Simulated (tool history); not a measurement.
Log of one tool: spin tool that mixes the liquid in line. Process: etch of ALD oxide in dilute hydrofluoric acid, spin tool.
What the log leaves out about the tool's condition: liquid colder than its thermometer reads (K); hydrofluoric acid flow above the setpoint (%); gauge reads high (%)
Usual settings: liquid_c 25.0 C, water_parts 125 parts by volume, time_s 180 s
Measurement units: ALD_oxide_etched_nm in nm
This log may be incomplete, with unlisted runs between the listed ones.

run	hour	liquid_c	water_parts	time_s	wafers since the last listed run	hours since the thermometer was replaced	hours since the hydrofluoric acid flow meter was replaced	hours since the gauge calibration	read-back film thickness of the ALD oxide reference wafer, read on the same gauge (nm)	ALD_oxide_etched_nm
1	0.0	27.0	125	120	0	452.4	1560.6	3881.2	70.01	29.80
2	81.1	27.0	125	120	356	533.5	1641.7	3962.3	70.00	29.80
# hour 111.2: hydrofluoric acid flow meter replaced
3	163.3	25.0	155	180	356	615.7	52.1	4044.5	70.00	31.04
4	261.0	25.0	125	180	429	713.4	149.8	4142.2	70.02	40.00
5	343.8	25.0	125	180	363	796.2	232.6	4225.0	70.03	39.91
6	437.5	25.0	125	180	411	889.9	326.3	4318.7	69.99	39.98
7	483.4	25.0	125	180	201	935.8	372.2	4364.6	70.00	39.98
8	549.9	25.0	125	135	292	1002.3	438.7	4431.1	69.99	29.89
9	592.5	25.0	125	135	187	1044.9	481.3	4473.7	70.01	29.99
10	687.3	25.0	125	135	416	1139.7	576.1	4568.5	70.00	29.92
11	778.0	25.0	125	180	398	1230.4	666.8	4659.2	70.01	39.94
# hour 789.9: gauge calibrated
12	862.8	22.0	65	275	372	1315.2	751.6	72.9	70.00	111.12
13	953.7	23.5	145	235	399	1406.1	842.5	163.8	70.01	41.31
14	1046.4	25.0	125	180	407	1498.8	935.2	256.5	70.00	39.71
# hour 1105.9: thermometer replaced
15	1137.9	25.0	125	180	397	32.0	1026.7	348.0	70.01	41.26
16	1182.1	25.0	125	180	194	76.2	1070.9	392.2	69.97	41.07
17	1263.0	25.0	125	180	355	157.1	1151.8	473.1	70.03	41.30
18	1326.3	21.5	125	120	277	220.4	1215.1	536.4	69.99	23.90
19	1407.3	25.0	125	180	355	301.4	1296.1	617.4	70.01	41.17
20	1495.3	25.0	125	135	386	389.4	1384.1	705.4	70.01	30.83
21	1587.9	29.5	100	105	406	482.0	1476.7	798.0	69.98	36.55
22	1685.9	28.0	125	180	430	580.0	1574.7	896.0	70.01	46.11
# hour 1772.1: hydrofluoric acid flow meter replaced
23	1777.6	29.0	155	270	398	671.7	5.5	987.7	70.01	54.31
24	1869.5	25.0	125	180	403	763.6	97.4	1079.6	69.98	40.10
25	2070.7	20.0	125	180	883	964.8	298.6	1280.8	69.97	32.66
26	2144.6	29.0	155	120	324	1038.7	372.5	1354.7	70.02	24.01
27	2240.9	25.0	110	220	422	1135.0	468.8	1451.0	70.01	56.12
28	2281.6	25.0	70	180	178	1175.7	509.5	1491.7	70.00	76.60
29	2327.5	23.5	100	180	201	1221.6	555.4	1537.6	70.01	48.74
30	2371.4	21.5	125	110	192	1265.5	599.3	1581.5	70.00	21.35
31	2460.5	27.5	85	260	391	1354.6	688.4	1670.6	70.01	98.17
32	2525.0	25.0	125	180	283	1419.1	752.9	1735.1	69.99	39.72
# hour 2586.9: thermometer replaced
33	2599.7	25.0	125	180	323	12.8	827.6	1809.8	70.01	40.99
34	2689.7	25.0	185	145	395	102.8	917.6	1899.8	69.99	21.11
35	2765.2	26.5	170	135	331	178.3	993.1	1975.3	70.02	22.74

Run-by-run hidden state of the tool:
gauge reads high (%): 0 on each run
H1: liquid colder than its thermometer reads (K)
H2: hydrofluoric acid flow above the setpoint (%)
run	H1	H2
1	0.359	3.3
2	0.398	3.43
3	0.437	0.226
4	0.484	0.383
5	0.523	0.515
6	0.568	0.666
7	0.59	0.739
8	0.621	0.846
9	0.641	0.914
10	0.687	1.07
11	0.73	1.21
12	0.77	1.35
13	0.813	1.49
14	0.858	1.64
15	0.138	1.79
16	0.159	1.86
17	0.197	1.99
18	0.227	2.09
19	0.266	2.22
20	0.308	2.36
21	0.352	2.51
22	0.398	2.67
23	0.442	0.245
24	0.486	0.393
25	0.582	0.715
26	0.617	0.834
27	0.663	0.988
28	0.682	1.05
29	0.704	1.13
30	0.725	1.2
31	0.767	1.34
32	0.798	1.44
33	0.0494	1.56
34	0.0923	1.71
35	0.128	1.83

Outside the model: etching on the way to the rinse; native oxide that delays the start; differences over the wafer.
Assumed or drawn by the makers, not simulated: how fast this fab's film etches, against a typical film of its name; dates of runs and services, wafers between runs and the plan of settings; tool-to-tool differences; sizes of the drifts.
